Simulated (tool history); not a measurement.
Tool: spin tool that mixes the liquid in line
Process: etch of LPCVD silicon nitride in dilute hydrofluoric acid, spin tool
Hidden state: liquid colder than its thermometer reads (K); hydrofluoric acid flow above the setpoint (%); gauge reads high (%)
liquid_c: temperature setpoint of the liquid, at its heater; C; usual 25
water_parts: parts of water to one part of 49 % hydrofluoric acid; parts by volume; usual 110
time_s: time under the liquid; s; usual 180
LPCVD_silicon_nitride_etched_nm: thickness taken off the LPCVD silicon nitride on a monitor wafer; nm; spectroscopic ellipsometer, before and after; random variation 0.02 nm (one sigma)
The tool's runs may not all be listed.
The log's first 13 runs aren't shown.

run,hour,liquid_c,water_parts,time_s,wafers since the last listed run,hours since the thermometer was replaced,hours since the hydrofluoric acid flow meter was replaced,hours since the gauge calibration,"read-back film thickness of the LPCVD silicon nitride reference wafer, read on the same gauge (nm)",LPCVD_silicon_nitride_etched_nm
14,191.9,25,110,180,61,842.8,769.1,38.3,60.013,0.839
15,203.6,25,145,255,57,854.5,780.8,50,59.985,0.88
16,212.5,28,155,225,43,863.4,789.7,58.9,59.988,0.918
17,224.8,25,155,180,60,875.7,802,71.2,59.999,0.59
18,242.4,28,90,180,86,893.3,819.6,88.8,60.004,1.253
19,254.7,25,110,280,60,905.6,831.9,101.1,60.002,1.33
20,263,22.5,80,120,40,913.9,840.2,109.4,59.993,0.644
# hour 275.3: thermometer replaced
21,280,25,110,180,78,4.7,857.2,126.4,59.985,0.74

Run 22 comes next. What will it give?
22,294.3,21,110,150,70,19,871.5,140.7,?,?

read-back film thickness of the LPCVD silicon nitride reference wafer, read on the same gauge (nm): 59.978
LPCVD_silicon_nitride_etched_nm: 0.488 nm
Without the tool's hidden state the same run would have given LPCVD_silicon_nitride_etched_nm 0.602 nm.
